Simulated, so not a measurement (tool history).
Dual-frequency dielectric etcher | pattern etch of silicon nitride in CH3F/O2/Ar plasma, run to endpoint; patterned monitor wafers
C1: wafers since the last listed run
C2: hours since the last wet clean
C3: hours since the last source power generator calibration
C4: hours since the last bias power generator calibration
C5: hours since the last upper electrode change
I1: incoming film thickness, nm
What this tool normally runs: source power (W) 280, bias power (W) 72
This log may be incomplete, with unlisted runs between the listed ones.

run 1 hour=0 | source_power_(W)=280 bias_power_(W)=72 | C1=0 C2=291.5 C3=2388.8 C4=3776.1 C5=2312.3 | I1=34.74 | endpoint_time_(s)=56.1
run 2 hour=8.7 | source_power_(W)=320 bias_power_(W)=72 | C1=154 C2=300.2 C3=2397.5 C4=3784.8 C5=2321 | I1=34.58 | endpoint_time_(s)=53.8
run 3 hour=15.7 | source_power_(W)=320 bias_power_(W)=72 | C1=123 C2=307.2 C3=2404.5 C4=3791.8 C5=2328 | I1=34.91 | endpoint_time_(s)=54.4
run 4 hour=26 | source_power_(W)=280 bias_power_(W)=72 | C1=182 C2=317.5 C3=2414.8 C4=3802.1 C5=2338.3 | I1=34.81 | endpoint_time_(s)=56.3
run 5 hour=33.9 | source_power_(W)=280 bias_power_(W)=72 | C1=139 C2=325.4 C3=2422.7 C4=3810 C5=2346.2 | I1=34.7 | endpoint_time_(s)=56
run 6 hour=45.5 | source_power_(W)=260 bias_power_(W)=86 | C1=205 C2=337 C3=2434.3 C4=3821.6 C5=2357.8 | I1=34.52 | endpoint_time_(s)=53.7
run 7 hour=53.7 | source_power_(W)=260 bias_power_(W)=86 | C1=145 C2=345.2 C3=2442.5 C4=3829.8 C5=2366 | I1=34.74 | endpoint_time_(s)=54.3
run 8 hour=63.4 | source_power_(W)=260 bias_power_(W)=86 | C1=171 C2=354.9 C3=2452.2 C4=3839.5 C5=2375.7 | I1=34.8 | endpoint_time_(s)=54.4
run 9 hour=76.1 | source_power_(W)=280 bias_power_(W)=72 | C1=224 C2=367.6 C3=2464.9 C4=3852.2 C5=2388.4 | I1=34.77 | endpoint_time_(s)=55.9
run 10 hour=98.8 | source_power_(W)=280 bias_power_(W)=72 | C1=402 C2=390.3 C3=2487.6 C4=3874.9 C5=2411.1 | I1=34.73 | endpoint_time_(s)=55.5
run 11 hour=109.2 | source_power_(W)=280 bias_power_(W)=72 | C1=184 C2=400.7 C3=2498 C4=3885.3 C5=2421.5 | I1=34.52 | endpoint_time_(s)=55.3
-- hour=141.4 upper electrode replaced
run 12 hour=141.9 | source_power_(W)=280 bias_power_(W)=72 | C1=154 C2=433.4 C3=2530.7 C4=3918 C5=0.5 | I1=34.98 | endpoint_time_(s)=55.8
run 13 hour=142.2 | source_power_(W)=280 bias_power_(W)=72 | C1=5 C2=433.7 C3=2531 C4=3918.3 C5=0.8 | I1=34.84 | endpoint_time_(s)=55.7
run 14 hour=142.6 | source_power_(W)=280 bias_power_(W)=61 | C1=7 C2=434.1 C3=2531.4 C4=3918.7 C5=1.2 | I1=34.31 | endpoint_time_(s)=57.1
-- hour=180.5 wet clean of the chamber
run 15 hour=181 | source_power_(W)=280 bias_power_(W)=72 | C1=255 C2=0.5 C3=2569.8 C4=3957.1 C5=39.6 | I1=34.49 | endpoint_time_(s)=56.6
run 16 hour=181.3 | source_power_(W)=280 bias_power_(W)=72 | C1=5 C2=0.8 C3=2570.1 C4=3957.4 C5=39.9 | I1=34.98 | endpoint_time_(s)=57.4
run 17 hour=190.3 | source_power_(W)=280 bias_power_(W)=72 | C1=159 C2=9.8 C3=2579.1 C4=3966.4 C5=48.9 | I1=34.65 | endpoint_time_(s)=56.8
run 18 hour=200.2 | source_power_(W)=340 bias_power_(W)=81 | C1=175 C2=19.7 C3=2589 C4=3976.3 C5=58.8 | I1=34.59 | endpoint_time_(s)=52.4
-- hour=207.2 bias power generator calibrated
run 19 hour=216.4 | source_power_(W)=280 bias_power_(W)=72 | C1=216 C2=35.9 C3=2605.2 C4=9.2 C5=75 | I1=34.98 | endpoint_time_(s)=57.7
run 20 hour=225.8 | source_power_(W)=340 bias_power_(W)=81 | C1=166 C2=45.3 C3=2614.6 C4=18.6 C5=84.4 | I1=34.51 | endpoint_time_(s)=52.5
run 21 hour=240.4 | source_power_(W)=280 bias_power_(W)=72 | C1=258 C2=59.9 C3=2629.2 C4=33.2 C5=99 | I1=34.93 | endpoint_time_(s)=57.2
run 22 hour=248.2 | source_power_(W)=250 bias_power_(W)=81 | C1=138 C2=67.7 C3=2637 C4=41 C5=106.8 | I1=34.9 | endpoint_time_(s)=57.5
run 23 hour=256.7 | source_power_(W)=310 bias_power_(W)=80 | C1=150 C2=76.2 C3=2645.5 C4=49.5 C5=115.3 | I1=34.95 | endpoint_time_(s)=54.1
-- hour=261.8 source power generator calibrated
run 24 hour=271.5 | source_power_(W)=330 bias_power_(W)=86 | C1=191 C2=91 C3=9.7 C4=64.3 C5=130.1 | I1=34.75 | endpoint_time_(s)=52.5
run 25 hour=280.1 | source_power_(W)=350 bias_power_(W)=72 | C1=152 C2=99.6 C3=18.3 C4=72.9 C5=138.7 | I1=34.76 | endpoint_time_(s)=53.6
run 26 hour=296.4 | source_power_(W)=330 bias_power_(W)=85 | C1=288 C2=115.9 C3=34.6 C4=89.2 C5=155 | I1=34.37 | endpoint_time_(s)=51.5
run 27 hour=304.5 | source_power_(W)=220 bias_power_(W)=59 | C1=143 C2=124 C3=42.7 C4=97.3 C5=163.1 | I1=34.38 | endpoint_time_(s)=62.3
run 28 hour=318.4 | source_power_(W)=240 bias_power_(W)=72 | C1=246 C2=137.9 C3=56.6 C4=111.2 C5=177 | I1=34.55 | endpoint_time_(s)=58.6
run 29 hour=333.2 | source_power_(W)=280 bias_power_(W)=86 | C1=262 C2=152.7 C3=71.4 C4=126 C5=191.8 | I1=34.35 | endpoint_time_(s)=53.4
run 30 hour=344.9 | source_power_(W)=220 bias_power_(W)=66 | C1=207 C2=164.4 C3=83.1 C4=137.7 C5=203.5 | I1=34.86 | endpoint_time_(s)=61.7
run 31 hour=353 | source_power_(W)=280 bias_power_(W)=72 | C1=143 C2=172.5 C3=91.2 C4=145.8 C5=211.6 | I1=34.52 | endpoint_time_(s)=56
run 32 hour=365.4 | source_power_(W)=300 bias_power_(W)=67 | C1=219 C2=184.9 C3=103.6 C4=158.2 C5=224 | I1=34.73 | endpoint_time_(s)=56.6
run 33 hour=377.7 | source_power_(W)=280 bias_power_(W)=72 | C1=217 C2=197.2 C3=115.9 C4=170.5 C5=236.3 | I1=34.87 | endpoint_time_(s)=56.6
run 34 hour=385.7 | source_power_(W)=310 bias_power_(W)=89 | C1=141 C2=205.2 C3=123.9 C4=178.5 C5=244.3 | I1=34.76 | endpoint_time_(s)=52.2

How the hidden state differs across the entries between the runs, from the last listed run before each to the first after it:
Between runs 11 and 12: upper electrode replaced (hour 141.4)
  etch rate over this chamber's usual, %: 2.74 -> 2.97
  measured minus no-state result, endpoint time (s): -1.5 -> -1.7
Between runs 14 and 15: wet clean of the chamber (hour 180.5)
  etch rate over this chamber's usual, %: 2.97 -> -0.0684
  measured minus no-state result, endpoint time (s): -1.7 -> +0
Between runs 18 and 19: bias power generator calibrated (hour 207.2)
  etch rate over this chamber's usual, %: 0.0665 -> 0.18
  measured minus no-state result, endpoint time (s): +0 -> -0.1
Between runs 23 and 24: source power generator calibrated (hour 261.8)
  etch rate over this chamber's usual, %: 0.463 -> 0.567
  measured minus no-state result, endpoint time (s): -0.2 -> -0.3
